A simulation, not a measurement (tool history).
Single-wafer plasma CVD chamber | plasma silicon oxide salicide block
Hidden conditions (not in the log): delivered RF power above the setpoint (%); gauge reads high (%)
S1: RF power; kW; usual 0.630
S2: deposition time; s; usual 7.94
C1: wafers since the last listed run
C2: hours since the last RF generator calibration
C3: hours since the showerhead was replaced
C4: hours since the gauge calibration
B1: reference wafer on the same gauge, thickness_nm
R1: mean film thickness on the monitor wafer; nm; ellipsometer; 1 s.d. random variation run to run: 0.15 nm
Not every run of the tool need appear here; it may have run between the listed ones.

run,hour,S1,S2,C1,C2,C3,C4,B1,R1
1,0.0,0.630,7.94,0,1415.6,4172.7,204.2,91.490,81.289
2,25.4,0.630,7.94,657,1441.0,4198.1,229.6,91.505,81.553
3,52.0,0.630,7.94,688,1467.6,4224.7,256.2,91.451,81.490
4,77.4,0.630,7.94,657,1493.0,4250.1,281.6,91.513,81.384
5,100.5,0.630,7.94,597,1516.1,4273.2,304.7,91.527,81.477
6,125.6,0.630,7.94,649,1541.2,4298.3,329.8,91.513,81.474
7,141.3,0.630,7.15,406,1556.9,4314.0,345.5,91.452,73.306
8,168.4,0.630,7.94,701,1584.0,4341.1,372.6,91.516,81.624
9,199.1,0.595,7.94,794,1614.7,4371.8,403.3,91.464,80.679
10,265.9,0.630,7.94,1728,1681.5,4438.6,470.1,91.506,81.454
11,283.9,0.630,7.94,465,1699.5,4456.6,488.1,91.472,81.549
12,312.2,0.660,7.94,732,1727.8,4484.9,516.4,91.507,82.259
13,338.7,0.630,7.94,685,1754.3,4511.4,542.9,91.473,81.405
14,365.5,0.630,7.94,693,1781.1,4538.2,569.7,91.528,81.216
# hour 414.7: RF generator calibrated
15,464.4,0.630,7.94,2352,49.7,4637.1,668.6,91.503,80.776
16,492.5,0.630,7.94,727,77.8,4665.2,696.7,91.481,80.738
17,517.8,0.630,7.94,654,103.1,4690.5,722.0,91.523,80.406
# hour 533.8: showerhead replaced
18,540.9,0.630,7.94,390,126.2,7.1,745.1,91.414,80.513
19,558.1,0.630,7.94,445,143.4,24.3,762.3,91.531,80.594
20,586.6,0.630,7.94,737,171.9,52.8,790.8,91.476,80.492
# hour 614.2: RF generator calibrated, repeated, since the last time left the tool worse
# hour 632.2: gauge calibrated
21,632.3,0.590,8.66,975,18.1,98.5,0.1,91.536,88.648
22,651.5,0.630,8.79,496,37.3,117.7,19.3,91.476,90.879
23,684.3,0.630,8.40,848,70.1,150.5,52.1,91.567,86.953
24,715.3,0.630,7.94,802,101.1,181.5,83.1,91.498,81.721
25,735.2,0.630,7.94,515,121.0,201.4,103.0,91.532,81.987
26,767.1,0.745,6.79,825,152.9,233.3,134.9,91.444,72.307
27,791.5,0.630,7.94,631,177.3,257.7,159.3,91.457,81.998
28,827.2,0.540,7.94,924,213.0,293.4,195.0,91.518,79.718
29,852.6,0.745,6.58,657,238.4,318.8,220.4,91.550,70.346
30,883.8,0.630,8.94,807,269.6,350.0,251.6,91.502,92.657
31,911.9,0.685,7.42,727,297.7,378.1,279.7,91.414,77.836
32,939.4,0.630,7.94,711,325.2,405.6,307.2,91.509,81.565
33,954.8,0.630,7.94,398,340.6,421.0,322.6,91.500,82.163
34,987.4,0.740,8.61,843,373.2,453.6,355.2,91.509,91.670
35,1016.1,0.535,7.40,742,401.9,482.3,383.9,91.565,73.931
36,1035.6,0.630,6.69,504,421.4,501.8,403.4,91.486,68.849
37,1070.6,0.630,9.38,905,456.4,536.8,438.4,91.502,96.515
38,1106.2,0.630,7.94,921,492.0,572.4,474.0,91.450,81.808
39,1121.9,0.630,7.94,406,507.7,588.1,489.7,91.493,81.734

Each row is a separate what-if for the run after 39, all from the same tool condition, not one after another. Results?
A,1122.3,0.630,6.84,10,508.1,588.5,490.1,?,?
B,1122.3,0.525,8.52,10,508.1,588.5,490.1,?,?
C,1122.3,0.725,7.94,10,508.1,588.5,490.1,?,?
D,1122.3,0.745,7.43,10,508.1,588.5,490.1,?,?
E,1122.3,0.520,8.35,10,508.1,588.5,490.1,?,?

run,B1,R1
A,91.521,70.494
B,91.521,84.903
C,91.521,84.113
D,91.521,79.143
E,91.521,83.067
Without the tool's hidden state the same runs would have given:
run,R1
A,70.900
B,85.392
C,84.597
D,79.598
E,83.546
